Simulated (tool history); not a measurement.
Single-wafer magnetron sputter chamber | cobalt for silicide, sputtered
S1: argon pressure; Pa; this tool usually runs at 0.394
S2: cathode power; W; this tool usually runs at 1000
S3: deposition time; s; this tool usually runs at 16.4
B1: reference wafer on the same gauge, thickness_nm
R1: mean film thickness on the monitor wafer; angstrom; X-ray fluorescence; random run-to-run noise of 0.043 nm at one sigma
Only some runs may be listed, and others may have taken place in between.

run 1 hour=0.0 | S1=0.394 S2=1000 S3=16.4 | B1=6.667 | R1=81.38
run 2 hour=30.7 | S1=0.394 S2=1000 S3=16.4 | B1=6.669 | R1=81.12
run 3 hour=60.0 | S1=0.394 S2=1000 S3=16.4 | B1=6.664 | R1=81.55
run 4 hour=77.3 | S1=0.394 S2=1000 S3=16.4 | B1=6.680 | R1=81.52
run 5 hour=89.6 | S1=0.394 S2=1000 S3=16.4 | B1=6.681 | R1=81.29
run 6 hour=112.4 | S1=0.504 S2=1000 S3=16.4 | B1=6.660 | R1=77.08
run 7 hour=139.6 | S1=0.394 S2=1000 S3=16.4 | B1=6.644 | R1=81.12
run 8 hour=160.1 | S1=0.394 S2=900 S3=16.4 | B1=6.661 | R1=73.38
run 9 hour=174.3 | S1=0.394 S2=900 S3=16.4 | B1=6.668 | R1=72.58
run 10 hour=202.7 | S1=0.394 S2=900 S3=16.4 | B1=6.667 | R1=72.43
-- hour=217.6 sputter target and shields replaced
run 11 hour=236.2 | S1=0.394 S2=950 S3=14.6 | B1=6.666 | R1=68.27
run 12 hour=263.8 | S1=0.394 S2=950 S3=14.6 | B1=6.683 | R1=68.22
-- hour=266.8 gauge calibrated
run 13 hour=281.2 | S1=0.353 S2=950 S3=16.4 | B1=6.670 | R1=77.95
-- hour=312.8 magnet pack replaced
run 14 hour=315.1 | S1=0.347 S2=950 S3=15.4 | B1=6.683 | R1=73.91
run 15 hour=329.9 | S1=0.394 S2=1000 S3=16.4 | B1=6.678 | R1=81.52
-- hour=352.9 capacitance manometer re-zeroed and calibrated
run 16 hour=358.5 | S1=0.517 S2=1000 S3=17.9 | B1=6.654 | R1=83.73
run 17 hour=372.2 | S1=0.394 S2=1000 S3=16.4 | B1=6.676 | R1=81.08
run 18 hour=387.5 | S1=0.394 S2=1150 S3=19.6 | B1=6.678 | R1=110.76
run 19 hour=399.6 | S1=0.498 S2=1000 S3=16.4 | B1=6.676 | R1=77.00
run 20 hour=424.3 | S1=0.250 S2=750 S3=16.4 | B1=6.653 | R1=64.66
run 21 hour=447.3 | S1=0.394 S2=750 S3=19.5 | B1=6.663 | R1=72.54

What does the tool deliver on the next run?
-- hour=480.4 sputter target and shields replaced
run 22 hour=480.9 | S1=0.498 S2=750 S3=16.4 | B1=? | R1=?

{"run 22": {"B1": 6.659, "R1": 58.35}}
With the hidden condition absent and the run-to-run variation left alone, this run would have shown R1 58.35 angstrom.
